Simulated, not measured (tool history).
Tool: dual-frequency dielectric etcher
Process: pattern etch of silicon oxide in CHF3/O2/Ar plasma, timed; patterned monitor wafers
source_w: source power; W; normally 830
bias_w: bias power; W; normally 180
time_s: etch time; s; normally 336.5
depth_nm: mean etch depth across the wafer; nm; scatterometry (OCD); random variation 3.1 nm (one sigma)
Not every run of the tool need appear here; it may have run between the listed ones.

run,hour,source_w,bias_w,time_s,"read-back reference wafer on the same gauge, depth_nm",depth_nm
1,0.0,830,180,336.5,906.9,764.4
2,32.7,830,180,336.5,905.3,764.2
3,67.4,830,194,336.5,903.9,784.9
4,89.4,830,194,336.5,902.5,789.5
5,118.4,780,180,336.5,901.3,734.8
6,132.0,780,180,336.5,900.6,730.2
7,181.5,780,180,336.5,898.4,731.4
8,181.9,830,169,291.0,898.0,637.4
9,196.6,830,180,336.5,898.3,757.5
10,220.3,830,180,336.5,897.1,753.0
11,243.0,830,180,306.0,894.9,680.2
12,264.0,690,163,378.5,894.1,732.6
13,280.7,970,216,384.0,894.0,1016.2
14,299.6,830,194,336.5,892.6,779.8
15,314.3,690,180,336.5,891.2,679.2
16,346.0,650,148,296.5,890.3,523.2
17,361.2,830,199,336.5,889.3,789.5
18,395.9,920,180,246.5,887.0,575.0
19,429.0,830,151,336.5,884.7,684.4
20,447.6,660,158,421.5,883.6,769.7
21,469.8,830,180,395.0,924.7,910.3
22,489.6,830,180,336.5,925.0,777.3
23,523.8,830,180,336.5,924.8,780.2
24,541.1,830,180,336.5,924.3,777.4
25,644.7,830,180,336.5,923.5,780.8
26,712.2,640,204,250.5,923.0,535.5
27,781.2,660,201,336.5,922.8,719.8
28,806.3,670,205,336.5,921.0,732.7
29,822.5,640,145,263.0,921.1,468.9
30,837.0,830,142,380.5,921.3,774.4
31,855.2,830,180,275.5,921.7,633.1

Removed from this log: 6 entries logged between the listed runs. Between which two listed runs does each belong, and how does the tool's hidden state at the listed run before it compare with that at the listed run after it?
Run 6 -> run 7: wet clean of the chamber (hour 168.9); upper electrode replaced (hour 178.7); source power generator calibrated (hour 181.0)
  gauge reads high (%): -2.49 -> -2.74
  difference, measured minus the result without the unlogged condition, depth_nm: -18.6 -> -20.6 nm
Run 18 -> run 19: bias power generator calibrated (hour 409.6)
  gauge reads high (%): -4.02 -> -4.24
  difference, measured minus the result without the unlogged condition, depth_nm: -24.1 -> -30.3 nm
Run 20 -> run 21: gauge calibrated (hour 468.5)
  gauge reads high (%): -4.37 -> 0.0942
  difference, measured minus the result without the unlogged condition, depth_nm: -35.2 -> +0.9 nm
Run 24 -> run 25: wet clean of the chamber (hour 644.2)
  gauge reads high (%): 0.0786 -> 0.00227
  difference, measured minus the result without the unlogged condition, depth_nm: +0.6 -> +0.1 nm
